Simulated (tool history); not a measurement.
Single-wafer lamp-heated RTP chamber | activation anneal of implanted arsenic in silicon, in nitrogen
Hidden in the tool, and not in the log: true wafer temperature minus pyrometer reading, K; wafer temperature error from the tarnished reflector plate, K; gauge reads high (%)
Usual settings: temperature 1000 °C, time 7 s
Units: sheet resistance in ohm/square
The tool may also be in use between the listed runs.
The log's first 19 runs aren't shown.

run,hour,temperature,time,wafers since the last listed run,wafers since the last pyrometer calibration,wafers since the reflector plate was cleaned,hours since the gauge calibration,"read-back reference wafer on the same gauge, sheet resistance",sheet resistance
20,853.5,1000,7,518,6350,4353,1301.6,272.9,234.89
21,899,976,7,921,7271,5275,1347.1,273.1,235.59
22,943.1,1000,9,893,8164,6168,1391.2,273.03,233.69
# hour 955.7: pyrometer window cleaned and pyrometer calibrated
23,992.2,981,4,832,740,7000,1440.3,273.16,237.7
24,1043.7,1012,7,1042,1782,8043,1491.8,272.88,233.85
25,1087.6,1029,5,888,2671,8932,1535.7,273,233.94
# hour 1115.7: gauge calibrated
26,1156.4,1009,3,1393,4065,10325,40.7,273.02,237.37
# hour 1228.9: reflector plate cleaned
27,1229.4,1010,7,1316,5381,9,113.7,272.98,233.47
28,1267.2,1027,7,765,6146,775,151.5,273.02,232.27
29,1300.3,1000,7,670,6816,1445,184.6,272.89,234.46
30,1371.7,1022,10,1445,8262,2891,256,273.12,231.33
# hour 1400.7: pyrometer window cleaned and pyrometer calibrated
31,1411.8,970,9,650,224,3541,296.1,273.02,235.37
32,1441.6,1000,7,603,827,4144,325.9,272.96,234.2
33,1472.9,1000,7,633,1461,4778,357.2,272.83,234.4
34,1524.6,973,4,1046,2508,5825,408.9,272.85,238.16
35,1652.9,1000,7,2598,5106,8423,537.2,272.99,235.1
36,1706.6,1018,4,1087,6193,9510,590.9,272.83,235.35

Forecast each of these 3 alternatives for the next run:
A,1707,1000,7,8,6201,9519,591.3,?,?
B,1707,991,7,8,6201,9519,591.3,?,?
C,1707,982,7,8,6201,9519,591.3,?,?

run,"read-back reference wafer on the same gauge, sheet resistance",sheet resistance
A,273.03,233.82
B,273.03,234.37
C,273.03,234.78
Without the tool's hidden state the same runs would have given:
run,sheet resistance
A,233.82
B,234.37
C,234.78

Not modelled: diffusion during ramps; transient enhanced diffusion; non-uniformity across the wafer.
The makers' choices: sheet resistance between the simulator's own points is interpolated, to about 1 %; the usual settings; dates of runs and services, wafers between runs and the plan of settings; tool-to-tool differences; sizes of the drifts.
